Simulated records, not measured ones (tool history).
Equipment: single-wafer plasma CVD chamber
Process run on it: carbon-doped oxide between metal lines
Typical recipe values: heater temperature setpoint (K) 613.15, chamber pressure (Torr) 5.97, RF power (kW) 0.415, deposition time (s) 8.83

run	hour	heater temperature setpoint (K)	chamber pressure (Torr)	RF power (kW)	deposition time (s)	read-back reference wafer on the same gauge, thickness_nm	mean film thickness on the monitor wafer (angstrom)
1	0	613.15	5.97	0.415	8.83	42.919	397.17
2	22.1	613.15	5.97	0.415	8.83	42.905	396.85
3	50.7	608.15	5.97	0.415	8.83	42.892	402.99
4	71.7	608.15	5.97	0.415	8.83	42.877	403.36
5	98.2	608.15	5.97	0.415	8.83	42.883	402.78
6	169.3	613.15	5.97	0.445	8.83	42.908	420.78
7	184.7	613.15	5.97	0.415	8.83	42.901	392.21
# hour 187.7: gauge calibrated
8	217.6	613.15	5.97	0.35	7.31	42.893	272.63
9	230.3	618.15	5.97	0.415	9.79	42.908	425.7
# hour 245: capacitance manometer re-zeroed and calibrated
# hour 254.6: showerhead replaced
# hour 255.6: RF generator calibrated
10	258.3	602.15	5.97	0.34	7.1	42.882	283.82
# hour 284.8: thermocouple changed; heater temperature recalibrated
11	285.3	613.15	6.97	0.34	8.83	42.901	341.02
12	300.8	613.15	5.97	0.415	8.83	42.905	413.52
13	329.7	613.15	5.97	0.415	8.83	42.902	412.69
14	362.8	613.15	5.97	0.415	10.16	42.915	474.5
15	387.1	608.15	7.44	0.415	9.84	42.912	478.78

Some steps in mean film thickness on the monitor wafer (angstrom), run to run, broken into two amounts with sign: the step expected even without the hidden condition (settings, incoming material, random variation), and the rest, left for the hidden condition together with whatever gauge scatter is not in both the measured and the hidden-condition-free result:
Hidden state at play: wafer temperature above the value expected at the setpoint (K); delivered RF power above the setpoint (%); true pressure above the setpoint (%); gauge reads high (%).
Run 8 -> 9: heater temperature setpoint (K) 613.15 -> 618.15, RF power (kW) 0.35 -> 0.415, deposition time (s) 7.31 -> 9.79. mean film thickness on the monitor wafer (angstrom) +153.07: hidden state -8.19, all else +161.26.
Run 9 -> 10: heater temperature setpoint (K) 618.15 -> 602.15, RF power (kW) 0.415 -> 0.34, deposition time (s) 9.79 -> 7.1, capacitance manometer re-zeroed and calibrated, showerhead replaced, RF generator calibrated. mean film thickness on the monitor wafer (angstrom) -141.88: hidden state +23.96, all else -165.84.

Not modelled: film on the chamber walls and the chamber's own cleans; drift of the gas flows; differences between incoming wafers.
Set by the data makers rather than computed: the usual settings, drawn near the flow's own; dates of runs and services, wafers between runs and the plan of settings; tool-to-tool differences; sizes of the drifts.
